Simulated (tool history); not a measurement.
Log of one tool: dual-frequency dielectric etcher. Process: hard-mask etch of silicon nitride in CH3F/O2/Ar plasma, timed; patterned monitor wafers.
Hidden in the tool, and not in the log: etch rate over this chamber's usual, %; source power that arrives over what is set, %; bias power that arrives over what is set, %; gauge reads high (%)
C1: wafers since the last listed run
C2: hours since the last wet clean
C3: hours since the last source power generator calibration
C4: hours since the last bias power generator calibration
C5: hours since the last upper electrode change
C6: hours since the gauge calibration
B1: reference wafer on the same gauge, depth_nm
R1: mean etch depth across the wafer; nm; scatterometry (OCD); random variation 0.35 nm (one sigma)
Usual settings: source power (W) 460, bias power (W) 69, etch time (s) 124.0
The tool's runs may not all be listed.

{"run": 1, "hour": 0.0, "source power (W)": 460, "bias power (W)": 69, "etch time (s)": 124.0, "C1": 0, "C2": 173.0, "C3": 2015.0, "C4": 2261.4, "C5": 4975.4, "C6": 129.5, "B1": 85.6, "R1": 94.5}
{"run": 2, "hour": 25.3, "source power (W)": 460, "bias power (W)": 69, "etch time (s)": 124.0, "C1": 191, "C2": 198.3, "C3": 2040.3, "C4": 2286.7, "C5": 5000.7, "C6": 154.8, "B1": 85.6, "R1": 94.7}
{"run": 3, "hour": 43.0, "source power (W)": 460, "bias power (W)": 69, "etch time (s)": 124.0, "C1": 133, "C2": 216.0, "C3": 2058.0, "C4": 2304.4, "C5": 5018.4, "C6": 172.5, "B1": 85.6, "R1": 94.2}
{"run": 4, "hour": 64.7, "source power (W)": 460, "bias power (W)": 69, "etch time (s)": 124.0, "C1": 164, "C2": 237.7, "C3": 2079.7, "C4": 2326.1, "C5": 5040.1, "C6": 194.2, "B1": 85.6, "R1": 94.0}
{"run": 5, "hour": 92.3, "source power (W)": 460, "bias power (W)": 69, "etch time (s)": 133.5, "C1": 208, "C2": 265.3, "C3": 2107.3, "C4": 2353.7, "C5": 5067.7, "C6": 221.8, "B1": 85.6, "R1": 101.7}
{"run": 6, "hour": 112.2, "source power (W)": 460, "bias power (W)": 73, "etch time (s)": 124.0, "C1": 150, "C2": 285.2, "C3": 2127.2, "C4": 2373.6, "C5": 5087.6, "C6": 241.7, "B1": 85.6, "R1": 95.4}
{"run": 7, "hour": 141.7, "source power (W)": 460, "bias power (W)": 73, "etch time (s)": 124.0, "C1": 222, "C2": 314.7, "C3": 2156.7, "C4": 2403.1, "C5": 5117.1, "C6": 271.2, "B1": 85.6, "R1": 95.4}
{"run": 8, "hour": 166.4, "source power (W)": 460, "bias power (W)": 73, "etch time (s)": 124.0, "C1": 186, "C2": 339.4, "C3": 2181.4, "C4": 2427.8, "C5": 5141.8, "C6": 295.9, "B1": 85.6, "R1": 96.1}
{"hour": 191.5, "done": "bias power generator calibrated"}
{"hour": 199.0, "done": "gauge calibrated"}
{"hour": 201.4, "done": "wet clean of the chamber"}
{"run": 9, "hour": 201.9, "source power (W)": 460, "bias power (W)": 69, "etch time (s)": 124.0, "C1": 163, "C2": 0.5, "C3": 2216.9, "C4": 10.4, "C5": 5177.3, "C6": 2.9, "B1": 85.7, "R1": 94.3}
{"run": 10, "hour": 205.1, "source power (W)": 460, "bias power (W)": 69, "etch time (s)": 124.0, "C1": 24, "C2": 3.7, "C3": 2220.1, "C4": 13.6, "C5": 5180.5, "C6": 6.1, "B1": 85.6, "R1": 94.1}
{"hour": 247.3, "done": "upper electrode replaced"}
{"run": 11, "hour": 247.8, "source power (W)": 460, "bias power (W)": 69, "etch time (s)": 124.0, "C1": 141, "C2": 46.4, "C3": 2262.8, "C4": 56.3, "C5": 0.5, "C6": 48.8, "B1": 85.6, "R1": 94.7}
{"run": 12, "hour": 264.2, "source power (W)": 420, "bias power (W)": 69, "etch time (s)": 158.0, "C1": 123, "C2": 62.8, "C3": 2279.2, "C4": 72.7, "C5": 16.9, "C6": 65.2, "B1": 85.6, "R1": 116.4}
{"run": 13, "hour": 291.0, "source power (W)": 350, "bias power (W)": 63, "etch time (s)": 101.5, "C1": 202, "C2": 89.6, "C3": 2306.0, "C4": 99.5, "C5": 43.7, "C6": 92.0, "B1": 85.6, "R1": 68.4}

The next listed run, before its measurement:
{"run": 14, "hour": 318.9, "source power (W)": 560, "bias power (W)": 62, "etch time (s)": 124.0, "C1": 210, "C2": 117.5, "C3": 2333.9, "C4": 127.4, "C5": 71.6, "C6": 119.9, "B1": "?", "R1": "?"}

B1: 85.6
R1: 97.5 nm
Without the tool's hidden state the same run would have given R1 97.5 nm.

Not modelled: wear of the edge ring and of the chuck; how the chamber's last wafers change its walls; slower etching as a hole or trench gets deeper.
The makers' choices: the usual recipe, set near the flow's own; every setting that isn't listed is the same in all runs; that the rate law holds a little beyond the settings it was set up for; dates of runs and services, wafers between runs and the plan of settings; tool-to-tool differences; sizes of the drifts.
